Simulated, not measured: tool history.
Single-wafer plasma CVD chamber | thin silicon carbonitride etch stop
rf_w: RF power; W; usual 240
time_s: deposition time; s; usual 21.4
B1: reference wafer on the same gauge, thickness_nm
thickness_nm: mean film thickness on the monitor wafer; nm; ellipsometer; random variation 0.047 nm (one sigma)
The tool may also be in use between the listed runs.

{"run": 1, "day": 0.0, "rf_w": 240, "time_s": 21.4, "B1": 11.488, "thickness_nm": 11.694}
{"run": 2, "day": 2.112, "rf_w": 240, "time_s": 21.4, "B1": 11.492, "thickness_nm": 11.792}
{"run": 3, "day": 4.583, "rf_w": 240, "time_s": 21.4, "B1": 11.488, "thickness_nm": 11.735}
{"run": 4, "day": 7.242, "rf_w": 240, "time_s": 23.8, "B1": 11.508, "thickness_nm": 13.133}
{"run": 5, "day": 10.383, "rf_w": 240, "time_s": 23.8, "B1": 11.518, "thickness_nm": 13.123}
{"run": 6, "day": 12.521, "rf_w": 240, "time_s": 23.8, "B1": 11.509, "thickness_nm": 12.993}
{"day": 14.658, "done": "RF generator calibrated"}
{"run": 7, "day": 14.967, "rf_w": 240, "time_s": 21.4, "B1": 11.506, "thickness_nm": 11.839}
{"day": 18.004, "done": "gauge calibrated"}
{"run": 8, "day": 19.004, "rf_w": 240, "time_s": 21.4, "B1": 11.505, "thickness_nm": 11.779}
{"day": 20.554, "done": "thermocouple changed; heater temperature recalibrated"}
{"run": 9, "day": 20.733, "rf_w": 275, "time_s": 24.2, "B1": 11.489, "thickness_nm": 13.93}
{"run": 10, "day": 23.592, "rf_w": 240, "time_s": 21.4, "B1": 11.483, "thickness_nm": 11.764}
{"run": 11, "day": 26.392, "rf_w": 215, "time_s": 17.2, "B1": 11.492, "thickness_nm": 9.094}
{"run": 12, "day": 30.442, "rf_w": 240, "time_s": 24.5, "B1": 11.509, "thickness_nm": 13.466}
{"day": 31.642, "done": "showerhead replaced"}
{"run": 13, "day": 32.546, "rf_w": 220, "time_s": 19.7, "B1": 11.496, "thickness_nm": 10.563}
{"run": 14, "day": 36.812, "rf_w": 200, "time_s": 22.9, "B1": 11.505, "thickness_nm": 12.026}
{"run": 15, "day": 38.483, "rf_w": 240, "time_s": 21.4, "B1": 11.495, "thickness_nm": 11.826}
{"run": 16, "day": 41.217, "rf_w": 240, "time_s": 21.4, "B1": 11.498, "thickness_nm": 11.815}
{"run": 17, "day": 44.171, "rf_w": 215, "time_s": 23.1, "B1": 11.494, "thickness_nm": 12.27}
{"run": 18, "day": 48.054, "rf_w": 255, "time_s": 24.6, "B1": 11.477, "thickness_nm": 13.764}

4 ways to go on from here, each from the tool as it stands after run 18. What would each give?
{"run": "A", "day": 48.071, "rf_w": 240, "time_s": 21.4, "B1": "?", "thickness_nm": "?"}
{"run": "B", "day": 48.071, "rf_w": 240, "time_s": 22.7, "B1": "?", "thickness_nm": "?"}
{"run": "C", "day": 48.071, "rf_w": 280, "time_s": 19.3, "B1": "?", "thickness_nm": "?"}
{"run": "D", "day": 48.071, "rf_w": 240, "time_s": 17.9, "B1": "?", "thickness_nm": "?"}

run=A B1=11.499 thickness_nm=11.803
run=B B1=11.499 thickness_nm=12.52
run=C B1=11.499 thickness_nm=11.171
run=D B1=11.499 thickness_nm=9.872
Without the tool's hidden state the same runs would have given:
run=A thickness_nm=11.803
run=B thickness_nm=12.52
run=C thickness_nm=11.171
run=D thickness_nm=9.872

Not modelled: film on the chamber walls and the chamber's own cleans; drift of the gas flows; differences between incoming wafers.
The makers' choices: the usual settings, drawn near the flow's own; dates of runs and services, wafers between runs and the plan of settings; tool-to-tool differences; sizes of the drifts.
